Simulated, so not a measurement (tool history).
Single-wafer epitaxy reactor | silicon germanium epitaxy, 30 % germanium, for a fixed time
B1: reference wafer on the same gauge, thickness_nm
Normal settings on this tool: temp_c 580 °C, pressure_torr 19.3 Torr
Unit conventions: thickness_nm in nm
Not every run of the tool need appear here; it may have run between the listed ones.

Run 1, hour 0.0: usual settings but temp_c 584 °C; B1 42.321. Result: thickness_nm 39.845 nm.
Run 2, hour 56.3: usual settings; B1 42.271. Result: thickness_nm 37.433 nm.
Run 3, hour 154.8: usual settings; B1 42.285. Result: thickness_nm 37.440 nm.
Run 4, hour 208.4: usual settings but temp_c 572 °C; B1 42.245. Result: thickness_nm 32.479 nm.
Run 5, hour 307.5: usual settings but temp_c 572 °C; B1 42.204. Result: thickness_nm 32.415 nm.
Run 6, hour 378.4: usual settings; B1 42.145. Result: thickness_nm 37.089 nm.
Run 7, hour 426.5: usual settings; B1 42.233. Result: thickness_nm 37.172 nm.
Run 8, hour 471.5: usual settings; B1 42.141. Result: thickness_nm 37.127 nm.
Run 9, hour 546.9: usual settings but temp_c 586 °C; B1 42.150. Result: thickness_nm 41.353 nm.
Run 10, hour 613.9: usual settings but temp_c 586 °C; B1 42.147. Result: thickness_nm 40.891 nm.
Run 11, hour 716.1: usual settings but temp_c 586 °C; B1 42.031. Result: thickness_nm 41.125 nm.
Run 12, hour 796.8: usual settings; B1 42.056. Result: thickness_nm 37.154 nm.
At hour 849.4: pyrometer calibrated.
Run 13, hour 850.1: usual settings but pressure_torr 21.5 Torr; B1 42.055. Result: thickness_nm 38.698 nm.
Run 14, hour 906.2: usual settings but pressure_torr 21.9 Torr; B1 42.040. Result: thickness_nm 39.373 nm.
At hour 998.9: showerhead replaced.
Run 15, hour 999.4: usual settings but temp_c 588 °C, pressure_torr 23.7 Torr; B1 42.007. Result: thickness_nm 46.409 nm.
Run 16, hour 1222.9: usual settings but temp_c 594 °C; B1 41.928. Result: thickness_nm 46.610 nm.
At hour 1252.2: capacitance manometer re-zeroed and calibrated.
Run 17, hour 1301.8: usual settings but temp_c 574 °C, pressure_torr 16.9 Torr; B1 41.880. Result: thickness_nm 31.558 nm.
Run 18, hour 1390.2: usual settings but temp_c 572 °C, pressure_torr 20.8 Torr; B1 41.874. Result: thickness_nm 33.357 nm.
Run 19, hour 1465.6: usual settings but temp_c 588 °C, pressure_torr 23.6 Torr; B1 41.801. Result: thickness_nm 45.989 nm.
Run 20, hour 1544.8: usual settings; B1 41.765. Result: thickness_nm 36.997 nm.
Run 21, hour 1633.3: usual settings but temp_c 594 °C; B1 41.802. Result: thickness_nm 46.346 nm.
At hour 1667.7: gauge calibrated.
Run 22, hour 1689.1: usual settings but temp_c 568 °C, pressure_torr 15.9 Torr; B1 42.599. Result: thickness_nm 28.225 nm.
Run 23, hour 1769.8: usual settings; B1 42.533. Result: thickness_nm 37.572 nm.
Run 24, hour 1865.9: usual settings but temp_c 595 °C, pressure_torr 24.1 Torr; B1 42.510. Result: thickness_nm 52.729 nm.
Run 25, hour 1902.2: usual settings but temp_c 576 °C, pressure_torr 21.2 Torr; B1 42.534. Result: thickness_nm 36.251 nm.
Run 26, hour 1998.1: usual settings; B1 42.495. Result: thickness_nm 37.343 nm.
Run 27, hour 2091.4: usual settings but temp_c 566 °C, pressure_torr 17.3 Torr; B1 42.532. Result: thickness_nm 28.167 nm.
Run 28, hour 2159.2: usual settings but temp_c 592 °C, pressure_torr 16.6 Torr; B1 42.493. Result: thickness_nm 42.706 nm.
Run 29, hour 2251.4: usual settings; B1 42.337. Result: thickness_nm 37.084 nm.
Run 30, hour 2348.7: usual settings but temp_c 570 °C, pressure_torr 23.6 Torr; B1 42.401. Result: thickness_nm 34.372 nm.
Run 31, hour 2413.2: usual settings but temp_c 595 °C, pressure_torr 20.8 Torr; B1 42.350. Result: thickness_nm 49.665 nm.
Run 32, hour 2486.4: usual settings but pressure_torr 17.9 Torr; B1 42.349. Result: thickness_nm 36.120 nm.
Run 33, hour 2559.9: usual settings; B1 42.316. Result: thickness_nm 37.520 nm.
Run 34, hour 2648.4: usual settings but temp_c 590 °C, pressure_torr 17.8 Torr; B1 42.276. Result: thickness_nm 42.779 nm.
Run 35, hour 2753.6: usual settings; B1 42.229. Result: thickness_nm 37.051 nm.

Run-by-run hidden state of the tool:
wafer temperature above the value expected at the setpoint (K): 0 at every run
true pressure above the setpoint (%): 0 at every run
H1: gauge reads high (%)
run      H1
  1  -0.909
  2  -0.953
  3   -1.03
  4   -1.07
  5   -1.15
  6   -1.21
  7   -1.25
  8   -1.28
  9   -1.34
 10   -1.39
 11   -1.47
 12   -1.54
 13   -1.58
 14   -1.62
 15    -1.7
 16   -1.87
 17   -1.94
 18   -2.01
 19   -2.07
 20   -2.13
 21    -2.2
 22  -0.233
 23  -0.297
 24  -0.373
 25  -0.402
 26  -0.478
 27  -0.551
 28  -0.605
 29  -0.678
 30  -0.754
 31  -0.805
 32  -0.863
 33  -0.921
 34  -0.991
 35   -1.07
